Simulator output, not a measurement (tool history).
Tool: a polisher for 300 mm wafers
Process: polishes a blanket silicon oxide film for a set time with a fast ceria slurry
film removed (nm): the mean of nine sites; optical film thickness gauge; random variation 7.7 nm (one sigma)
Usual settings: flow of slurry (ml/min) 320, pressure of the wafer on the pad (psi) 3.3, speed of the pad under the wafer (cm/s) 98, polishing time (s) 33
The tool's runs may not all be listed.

run,hour,flow of slurry (ml/min),pressure of the wafer on the pad (psi),speed of the pad under the wafer (cm/s),polishing time (s),"incoming thickness of the incoming film, nm",film removed (nm)
1,0,320,3.3,98,33,3396.5,516.6
# hour 3.1: slurry nozzle cleaned
# hour 65.3: worn pad replaced by a new one
2,175.6,320,3.3,120,33,3376,625.9
3,245.9,255,3.3,98,33,3403.5,542.9
4,280.2,320,3.3,98,33,3352.8,537.5
5,314.2,320,3.3,98,33,3338.3,553.6
6,376.7,320,3.3,98,33,3377.5,552.4
# hour 436.7: worn pad replaced by a new one
7,483,320,3.3,98,33,3390,550.2
8,549.9,320,3.3,98,33,3430.5,546.6
9,594.4,320,3.3,98,33,3374.9,546.9
# hour 775.6: slurry nozzle cleaned
10,794.5,320,3.3,98,33,3390.5,584.2
# hour 832: worn pad replaced by a new one
11,835.3,320,3.3,98,33,3409.1,580.8
12,865.6,320,3.3,98,33,3324.8,582.4
13,929.3,320,3.3,98,33,3362.3,584.5
# hour 947.9: head pressure recalibrated
14,964.8,320,3.3,98,33,3307.8,542.1
15,1015.2,345,3.3,98,33,3324.4,543.6
16,1111.9,345,3.3,98,33,3449.1,533.2
17,1153.3,320,3.3,98,33,3378.4,532
18,1221.9,350,3.3,98,33,3435.1,550.2
# hour 1242.3: worn pad replaced by a new one
19,1257.2,430,3.3,66,41,3355.9,516.3
20,1318.9,320,2.2,70,42,3369,355.7
21,1350.5,260,4.3,98,39,3362.8,793.4
22,1419.5,350,3.3,124,33,3390.8,632.1
23,1450.4,320,2.5,106,25,3384.1,322.4
24,1487.9,240,4,98,29,3378.4,539.2
25,1557.3,320,3.3,98,33,3421.2,534.1
# hour 1585.4: worn pad replaced by a new one
26,1585.9,275,3.3,128,33,3318,619.6
27,1628.2,320,3.3,72,30,3426.9,377.9
28,1659.3,320,3.3,132,44,3340,865.9
29,1684.4,410,4.2,98,33,3373.1,664.8
# hour 1697: slurry nozzle cleaned
30,1729.8,320,3.3,86,33,3375.4,504.4
31,1772.8,320,3.3,98,33,3396.6,563.3
32,1819.8,285,3.3,98,33,3426.6,557.3
33,1849.7,320,3.3,98,33,3416,571

Forecast each of these 3 alternatives for the next run:
A,1850.1,320,3.3,98,38,3353.7,?
B,1850.1,240,3.3,98,33,3353.7,?
C,1850.1,350,3.3,72,39,3353.7,?

run,film removed (nm)
A,658.4
B,553.4
C,546.6
Without the tool's hidden state the same runs would have given:
run,film removed (nm)
A,622.1
B,523.4
C,516.3
